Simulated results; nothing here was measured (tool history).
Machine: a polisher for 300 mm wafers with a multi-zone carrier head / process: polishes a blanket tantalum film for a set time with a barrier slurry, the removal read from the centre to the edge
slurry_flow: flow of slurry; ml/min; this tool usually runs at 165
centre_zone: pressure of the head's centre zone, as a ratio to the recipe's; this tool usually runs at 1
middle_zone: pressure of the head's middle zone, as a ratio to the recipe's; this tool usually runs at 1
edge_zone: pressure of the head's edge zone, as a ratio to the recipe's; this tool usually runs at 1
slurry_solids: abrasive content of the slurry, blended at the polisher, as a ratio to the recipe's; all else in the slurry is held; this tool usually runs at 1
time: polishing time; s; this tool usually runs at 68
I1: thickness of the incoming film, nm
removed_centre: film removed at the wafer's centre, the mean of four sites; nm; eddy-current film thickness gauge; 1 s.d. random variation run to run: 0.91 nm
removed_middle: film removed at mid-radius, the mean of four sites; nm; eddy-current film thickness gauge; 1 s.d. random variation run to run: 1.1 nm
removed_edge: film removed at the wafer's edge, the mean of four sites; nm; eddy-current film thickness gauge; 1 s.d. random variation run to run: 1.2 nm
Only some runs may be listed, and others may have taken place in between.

Run 1, hour 0: usual settings; I1 488.6. Result: removed_centre 104.9 nm, removed_middle 106.1 nm, removed_edge 108 nm.
Run 2, hour 13.5: usual settings; I1 481.3. Result: removed_centre 103.7 nm, removed_middle 103 nm, removed_edge 106.6 nm.
Run 3, hour 32.8: usual settings; I1 489.4. Result: removed_centre 104.7 nm, removed_middle 102.3 nm, removed_edge 106.5 nm.
Run 4, hour 47.6: usual settings; I1 477.8. Result: removed_centre 104.4 nm, removed_middle 104.3 nm, removed_edge 108.2 nm.
Run 5, hour 70.2: usual settings; I1 482.8. Result: removed_centre 102.5 nm, removed_middle 102.1 nm, removed_edge 107.8 nm.
Run 6, hour 87.2: usual settings; I1 476.2. Result: removed_centre 103.4 nm, removed_middle 100.1 nm, removed_edge 106.1 nm.
Run 7, hour 102: usual settings but centre_zone 0.91; I1 480.1. Result: removed_centre 94 nm, removed_middle 102 nm, removed_edge 105.9 nm.
Run 8, hour 120.7: usual settings but slurry_flow 190 ml/min; I1 473.3. Result: removed_centre 109.3 nm, removed_middle 108 nm, removed_edge 108.1 nm.
At hour 139: worn pad replaced by a new one.
Run 9, hour 199.8: usual settings but slurry_flow 190 ml/min; I1 484.2. Result: removed_centre 105.7 nm, removed_middle 107 nm, removed_edge 109.4 nm.
Run 10, hour 214.4: usual settings but slurry_flow 190 ml/min; I1 477.5. Result: removed_centre 106.7 nm, removed_middle 106.2 nm, removed_edge 110.3 nm.
At hour 223.6: centre zone pressure recalibrated.
Run 11, hour 245.8: usual settings but centre_zone 1.12, middle_zone 1.11, time 62 s; I1 475.2. Result: removed_centre 103.5 nm, removed_middle 100.4 nm, removed_edge 97.4 nm.
Run 12, hour 279.7: usual settings but slurry_flow 195 ml/min, centre_zone 0.95; I1 471.5. Result: removed_centre 102.3 nm, removed_middle 106.3 nm, removed_edge 109.9 nm.
Run 13, hour 300.1: usual settings but slurry_flow 140 ml/min, centre_zone 0.95, middle_zone 1.12, time 54 s; I1 480.1. Result: removed_centre 71.2 nm, removed_middle 83.8 nm, removed_edge 80.7 nm.
Run 14, hour 334.2: usual settings but middle_zone 0.88, time 51 s; I1 475.3. Result: removed_centre 75.7 nm, removed_middle 67.5 nm, removed_edge 78.9 nm.
Run 15, hour 359.6: usual settings but slurry_flow 225 ml/min, middle_zone 1.03, edge_zone 1.11; I1 486.8. Result: removed_centre 112.7 nm, removed_middle 112.7 nm, removed_edge 117 nm.
At hour 389.5: slurry nozzle cleaned.
Run 16, hour 391.2: usual settings but middle_zone 1.03, edge_zone 0.95, time 47 s; I1 472. Result: removed_centre 81.2 nm, removed_middle 79.5 nm, removed_edge 76.4 nm.
At hour 397: worn pad replaced by a new one.
At hour 447: edge zone pressure recalibrated.
At hour 461.2: carrier head's membrane replaced by a new one.
Run 17, hour 498.5: usual settings; I1 479.8. Result: removed_centre 112.1 nm, removed_middle 108.4 nm, removed_edge 113.8 nm.
Run 18, hour 521.1: usual settings; I1 482.8. Result: removed_centre 110.6 nm, removed_middle 109.6 nm, removed_edge 112.7 nm.
Run 19, hour 538.2: usual settings but centre_zone 0.92; I1 478.4. Result: removed_centre 101.7 nm, removed_middle 108.8 nm, removed_edge 111.3 nm.
Run 20, hour 551.7: usual settings but edge_zone 1.09, time 80 s; I1 483.5. Result: removed_centre 130 nm, removed_middle 126.4 nm, removed_edge 135.7 nm.
Run 21, hour 581.1: usual settings but middle_zone 0.96, edge_zone 1.11; I1 479.3. Result: removed_centre 108.7 nm, removed_middle 102.3 nm, removed_edge 116.5 nm.

Branching from run 21: 3 alternative next runs. What would each branch give?
Run A, hour 581.5: usual settings; I1 478.6. Result: removed_centre ?, removed_middle ?, removed_edge ?.
Run B, hour 581.5: usual settings but slurry_flow 190 ml/min, centre_zone 1.11, edge_zone 0.96, slurry_solids 0.75; I1 478.6. Result: removed_centre ?, removed_middle ?, removed_edge ?.
Run C, hour 581.5: usual settings but edge_zone 1.06, time 45 s; I1 478.6. Result: removed_centre ?, removed_middle ?, removed_edge ?.

run  removed_centre  removed_middle  removed_edge
  A           108.5           107.1           112
  B           117.8           104.1         105.8
  C            71.8            70.8          76.3
Take away the tool's hidden state, keep each run's random variation, and the runs would have read:
run  removed_centre  removed_middle  removed_edge
  A           117.5           114.9         117.8
  B           126.2           110.7         110.6
  C            77.8              76          80.2

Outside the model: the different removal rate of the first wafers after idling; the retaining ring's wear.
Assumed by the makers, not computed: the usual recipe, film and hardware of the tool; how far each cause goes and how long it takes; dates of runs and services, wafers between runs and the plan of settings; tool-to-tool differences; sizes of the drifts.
